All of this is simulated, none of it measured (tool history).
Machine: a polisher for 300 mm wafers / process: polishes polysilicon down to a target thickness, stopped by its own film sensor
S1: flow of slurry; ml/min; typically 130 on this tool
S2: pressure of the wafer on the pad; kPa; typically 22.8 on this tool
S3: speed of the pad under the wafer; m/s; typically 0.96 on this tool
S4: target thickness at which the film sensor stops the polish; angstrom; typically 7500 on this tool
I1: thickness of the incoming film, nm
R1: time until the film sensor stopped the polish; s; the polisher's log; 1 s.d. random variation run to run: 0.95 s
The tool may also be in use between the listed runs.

{"run": 1, "hour": 0.0, "S1": 130, "S2": 22.8, "S3": 0.96, "S4": 7500, "I1": 1390.6, "R1": 68.1}
{"run": 2, "hour": 15.8, "S1": 130, "S2": 22.8, "S3": 0.96, "S4": 7500, "I1": 1396.6, "R1": 67.4}
{"run": 3, "hour": 45.5, "S1": 130, "S2": 22.8, "S3": 0.96, "S4": 7500, "I1": 1388.6, "R1": 68.1}
{"run": 4, "hour": 64.0, "S1": 130, "S2": 22.8, "S3": 0.96, "S4": 7500, "I1": 1391.5, "R1": 67.6}
{"run": 5, "hour": 92.8, "S1": 130, "S2": 22.8, "S3": 0.96, "S4": 7500, "I1": 1412.1, "R1": 69.1}
{"run": 6, "hour": 112.9, "S1": 130, "S2": 22.8, "S3": 0.96, "S4": 7500, "I1": 1373.1, "R1": 66.6}
{"hour": 125.3, "done": "worn pad replaced by a new one"}
{"run": 7, "hour": 138.6, "S1": 130, "S2": 22.8, "S3": 0.96, "S4": 7500, "I1": 1400.3, "R1": 68.3}
{"run": 8, "hour": 158.2, "S1": 95, "S2": 22.8, "S3": 0.96, "S4": 7500, "I1": 1386.7, "R1": 73.2}
{"run": 9, "hour": 173.7, "S1": 95, "S2": 22.8, "S3": 0.96, "S4": 7500, "I1": 1396.2, "R1": 74}
{"run": 10, "hour": 188.2, "S1": 130, "S2": 26.2, "S3": 0.96, "S4": 7500, "I1": 1406.2, "R1": 61.4}
{"run": 11, "hour": 208.2, "S1": 130, "S2": 26.2, "S3": 0.96, "S4": 7500, "I1": 1376.3, "R1": 60.7}
{"run": 12, "hour": 243.6, "S1": 130, "S2": 22.8, "S3": 0.96, "S4": 7500, "I1": 1401.1, "R1": 67.1}
{"run": 13, "hour": 264.2, "S1": 130, "S2": 22.8, "S3": 0.96, "S4": 7500, "I1": 1407.3, "R1": 67.3}
{"run": 14, "hour": 285.6, "S1": 130, "S2": 22.8, "S3": 0.96, "S4": 7500, "I1": 1368.3, "R1": 66.4}
{"run": 15, "hour": 310.7, "S1": 130, "S2": 22.8, "S3": 0.96, "S4": 7500, "I1": 1404.2, "R1": 69.4}
{"hour": 322.7, "done": "worn pad replaced by a new one"}
{"run": 16, "hour": 341.5, "S1": 130, "S2": 22.8, "S3": 0.96, "S4": 7500, "I1": 1391.8, "R1": 68.4}
{"run": 17, "hour": 376.9, "S1": 130, "S2": 22.8, "S3": 0.96, "S4": 7500, "I1": 1366.1, "R1": 65.1}
{"run": 18, "hour": 412.6, "S1": 155, "S2": 22.8, "S3": 1.26, "S4": 7500, "I1": 1397.3, "R1": 50.7}
{"run": 19, "hour": 502.3, "S1": 140, "S2": 22.8, "S3": 0.96, "S4": 6350, "I1": 1369.8, "R1": 77.4}
{"hour": 513.9, "done": "worn pad replaced by a new one"}
{"run": 20, "hour": 525.1, "S1": 130, "S2": 22.8, "S3": 0.96, "S4": 7500, "I1": 1363.6, "R1": 65.2}
{"hour": 540.7, "done": "head pressure recalibrated"}
{"hour": 546.5, "done": "slurry nozzle cleaned"}
{"run": 21, "hour": 547.4, "S1": 170, "S2": 18.6, "S3": 0.96, "S4": 5760, "I1": 1382.6, "R1": 90.9}
{"run": 22, "hour": 566.3, "S1": 130, "S2": 15.2, "S3": 0.96, "S4": 6130, "I1": 1381.1, "R1": 101.8}
{"run": 23, "hour": 586.0, "S1": 130, "S2": 22.8, "S3": 0.96, "S4": 7500, "I1": 1409.2, "R1": 69.1}
{"run": 24, "hour": 632.6, "S1": 105, "S2": 22.8, "S3": 1.16, "S4": 8140, "I1": 1387.3, "R1": 52.2}
{"run": 25, "hour": 646.2, "S1": 160, "S2": 16.5, "S3": 1.28, "S4": 9460, "I1": 1390.1, "R1": 41.1}
{"run": 26, "hour": 703.0, "S1": 130, "S2": 17.2, "S3": 1.2, "S4": 7500, "I1": 1364.2, "R1": 62.6}
{"run": 27, "hour": 725.8, "S1": 130, "S2": 22.8, "S3": 0.96, "S4": 7500, "I1": 1395.3, "R1": 67}
{"hour": 740.9, "done": "worn pad replaced by a new one"}
{"run": 28, "hour": 752.2, "S1": 130, "S2": 22.8, "S3": 0.96, "S4": 7500, "I1": 1396.7, "R1": 68.3}
{"run": 29, "hour": 770.1, "S1": 165, "S2": 20, "S3": 0.96, "S4": 8460, "I1": 1365.9, "R1": 55}
{"run": 30, "hour": 785.2, "S1": 160, "S2": 15.2, "S3": 0.62, "S4": 6380, "I1": 1394.2, "R1": 152.7}
{"run": 31, "hour": 810.6, "S1": 130, "S2": 22.8, "S3": 0.96, "S4": 6350, "I1": 1386.5, "R1": 76.7}
{"run": 32, "hour": 841.9, "S1": 110, "S2": 22.8, "S3": 0.7, "S4": 5420, "I1": 1387.4, "R1": 126.8}
{"run": 33, "hour": 858.5, "S1": 145, "S2": 22.8, "S3": 1.2, "S4": 8700, "I1": 1395, "R1": 43.3}
{"run": 34, "hour": 879.7, "S1": 100, "S2": 22.8, "S3": 0.96, "S4": 7500, "I1": 1382.8, "R1": 71.2}
{"run": 35, "hour": 903.9, "S1": 130, "S2": 22.8, "S3": 0.96, "S4": 7500, "I1": 1387.5, "R1": 68.4}
{"hour": 930.0, "done": "worn pad replaced by a new one"}
{"run": 36, "hour": 938.4, "S1": 130, "S2": 26.9, "S3": 1.1, "S4": 5970, "I1": 1392, "R1": 65}
{"run": 37, "hour": 960.4, "S1": 165, "S2": 20.7, "S3": 1.24, "S4": 8820, "I1": 1392.6, "R1": 42.4}
{"run": 38, "hour": 976.5, "S1": 130, "S2": 22.8, "S3": 0.96, "S4": 9320, "I1": 1380.7, "R1": 47.3}

Here are 3 independent what-if runs from the current tool condition. What would each one return?
{"run": "A", "hour": 976.9, "S1": 130, "S2": 20, "S3": 0.96, "S4": 7500, "I1": 1383, "R1": "?"}
{"run": "B", "hour": 976.9, "S1": 175, "S2": 22.8, "S3": 0.96, "S4": 8250, "I1": 1383, "R1": "?"}
{"run": "C", "hour": 976.9, "S1": 160, "S2": 22.8, "S3": 0.66, "S4": 7500, "I1": 1383, "R1": "?"}

run=A R1=72
run=B R1=55.1
run=C R1=92.2
With no hidden state in the tool, these same runs would have given:
run=A R1=72
run=B R1=55.1
run=C R1=92.2
